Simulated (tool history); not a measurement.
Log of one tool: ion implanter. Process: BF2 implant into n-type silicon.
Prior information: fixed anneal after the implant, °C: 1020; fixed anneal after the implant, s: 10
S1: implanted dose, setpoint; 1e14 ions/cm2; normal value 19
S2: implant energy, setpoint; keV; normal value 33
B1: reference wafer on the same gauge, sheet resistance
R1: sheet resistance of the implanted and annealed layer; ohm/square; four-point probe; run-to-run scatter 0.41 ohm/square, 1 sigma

{"run": 1, "day": 0.0, "S1": 19, "S2": 33, "B1": 100.18, "R1": 125.37}
{"run": 2, "day": 0.646, "S1": 19, "S2": 27, "B1": 100.29, "R1": 140.18}
{"run": 3, "day": 1.283, "S1": 19, "S2": 27, "B1": 100.25, "R1": 139.52}
{"run": 4, "day": 2.083, "S1": 19, "S2": 27, "B1": 100.32, "R1": 139.4}
{"run": 5, "day": 3.304, "S1": 19, "S2": 33, "B1": 100.42, "R1": 126.05}
{"run": 6, "day": 4.533, "S1": 19, "S2": 33, "B1": 100.51, "R1": 125.44}
{"run": 7, "day": 5.458, "S1": 19, "S2": 33, "B1": 100.33, "R1": 126.72}
{"run": 8, "day": 6.088, "S1": 19, "S2": 40.5, "B1": 100.5, "R1": 113.29}
{"run": 9, "day": 8.312, "S1": 19, "S2": 33, "B1": 100.75, "R1": 125.63}
{"run": 10, "day": 9.304, "S1": 19, "S2": 33, "B1": 100.63, "R1": 126.54}
{"run": 11, "day": 10.429, "S1": 19, "S2": 33, "B1": 100.84, "R1": 126.31}
{"run": 12, "day": 11.521, "S1": 19, "S2": 33, "B1": 100.69, "R1": 126.72}
{"day": 12.771, "done": "Faraday cup replaced and dose calibrated"}
{"run": 13, "day": 12.792, "S1": 19, "S2": 33, "B1": 100.68, "R1": 125.84}
{"run": 14, "day": 13.95, "S1": 19, "S2": 33, "B1": 101.03, "R1": 126.22}
{"run": 15, "day": 14.925, "S1": 19, "S2": 33, "B1": 100.89, "R1": 127.32}
{"run": 16, "day": 15.8, "S1": 19, "S2": 33, "B1": 100.94, "R1": 126.93}
{"day": 16.229, "done": "gauge calibrated"}
{"run": 17, "day": 19.425, "S1": 21.52, "S2": 22.5, "B1": 99.2, "R1": 150.62}
{"run": 18, "day": 20.517, "S1": 15.02, "S2": 22.5, "B1": 99.28, "R1": 156.94}
{"run": 19, "day": 21.233, "S1": 19, "S2": 33, "B1": 99.38, "R1": 124.94}
{"run": 20, "day": 23.621, "S1": 19, "S2": 43, "B1": 99.3, "R1": 108.44}
{"run": 21, "day": 25.1, "S1": 15.67, "S2": 23.5, "B1": 99.5, "R1": 152.53}
{"run": 22, "day": 26.4, "S1": 19, "S2": 33, "B1": 99.7, "R1": 124.93}
{"day": 27.275, "done": "extraction supply calibrated"}
{"run": 23, "day": 27.296, "S1": 17.18, "S2": 36, "B1": 99.72, "R1": 120.4}
{"run": 24, "day": 28.175, "S1": 19, "S2": 28, "B1": 99.77, "R1": 136.33}
{"run": 25, "day": 29.404, "S1": 17.17, "S2": 23.5, "B1": 99.82, "R1": 151.27}
{"run": 26, "day": 30.592, "S1": 19, "S2": 42.5, "B1": 99.85, "R1": 109.39}
{"run": 27, "day": 31.258, "S1": 15.66, "S2": 28, "B1": 99.84, "R1": 138.98}
{"run": 28, "day": 32.312, "S1": 16.37, "S2": 21.5, "B1": 99.9, "R1": 158.91}
{"run": 29, "day": 33.646, "S1": 19, "S2": 33, "B1": 99.9, "R1": 124.8}
{"run": 30, "day": 34.617, "S1": 19, "S2": 33, "B1": 99.97, "R1": 124.96}
{"run": 31, "day": 35.258, "S1": 19, "S2": 33, "B1": 100.11, "R1": 126.25}
{"run": 32, "day": 36.675, "S1": 21.31, "S2": 33, "B1": 100.21, "R1": 124.28}

Each row is a separate what-if for the run after 32, all from the same tool condition, not one after another. Results?
{"run": "A", "day": 36.692, "S1": 19, "S2": 23, "B1": "?", "R1": "?"}
{"run": "B", "day": 36.692, "S1": 16.83, "S2": 29, "B1": "?", "R1": "?"}
{"run": "C", "day": 36.692, "S1": 23.51, "S2": 43, "B1": "?", "R1": "?"}

run=A B1=100.18 R1=151.31
run=B B1=100.18 R1=136.02
run=C B1=100.18 R1=106.75
The same runs, with their run-to-run variation unchanged, on a tool lacking any hidden condition would have given:
run=A R1=149.6
run=B R1=134.48
run=C R1=105.54

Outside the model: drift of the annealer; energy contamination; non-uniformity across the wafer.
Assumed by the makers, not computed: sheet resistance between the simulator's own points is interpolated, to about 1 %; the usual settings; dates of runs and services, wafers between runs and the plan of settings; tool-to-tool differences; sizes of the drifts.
